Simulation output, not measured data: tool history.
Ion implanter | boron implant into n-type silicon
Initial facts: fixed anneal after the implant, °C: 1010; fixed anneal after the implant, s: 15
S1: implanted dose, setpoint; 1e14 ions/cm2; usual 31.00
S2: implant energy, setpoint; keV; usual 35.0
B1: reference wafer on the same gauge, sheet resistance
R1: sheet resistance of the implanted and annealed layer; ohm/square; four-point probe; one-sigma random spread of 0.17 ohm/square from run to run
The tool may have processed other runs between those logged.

run    hour     S1    S2     B1     R1
  1     0.0  31.00  35.0  42.63  50.94
  2    39.4  31.00  35.0  42.62  51.03
  3    98.2  31.00  35.0  42.54  50.96
  4   131.2  31.00  35.0  42.60  50.80
  5   165.0  31.00  43.5  42.58  48.39
  6   209.5  31.00  43.5  42.66  48.18
  7   277.7  33.23  35.0  42.60  49.30
  8   332.8  31.00  35.0  42.64  51.28
  9   387.9  31.00  35.0  42.61  51.32
      430.5  -- gauge calibrated
 10   431.8  31.00  25.5  42.59  56.52
      473.8  -- Faraday cup replaced and dose calibrated
 11   495.1  31.00  25.5  42.63  55.91
 12   521.7  31.00  35.0  42.63  50.33
 13   565.1  31.00  35.0  42.59  50.23
 14   589.5  31.00  35.0  42.57  50.72
      635.6  -- extraction supply calibrated
 15   636.1  31.00  35.0  42.61  50.52
 16   698.2  35.48  46.0  42.57  44.05
 17   845.2  31.00  35.0  42.59  50.58
 18   886.9  27.86  35.0  42.61  53.69
 19   937.7  33.57  23.0  42.64  57.11
 20   989.8  34.44  38.0  42.59  47.04
 21  1045.7  36.21  39.0  42.61  45.78
 22  1111.6  40.02  26.0  42.61  51.85
 23  1143.9  37.03  23.0  42.62  55.35
 24  1179.9  34.98  41.5  42.57  45.70
 25  1231.9  37.96  45.0  42.59  42.97
 26  1282.2  31.00  43.5  42.59  48.28
 27  1318.2  27.45  28.0  42.64  57.67
 28  1353.0  31.00  35.0  42.58  50.85

What if the next run were any one of these 3? Each begins from the tool's condition after run 28:
  A  1353.4  31.00  24.5   ?   ?
  B  1353.4  34.84  38.5   ?   ?
  C  1353.4  28.31  38.5   ?   ?

run     B1     R1
  A  42.57  57.13
  B  42.57  46.72
  C  42.57  52.18
With the hidden condition removed and each run's random variation left untouched, the same runs would have given:
run     R1
  A  56.53
  B  46.08
  C  51.28
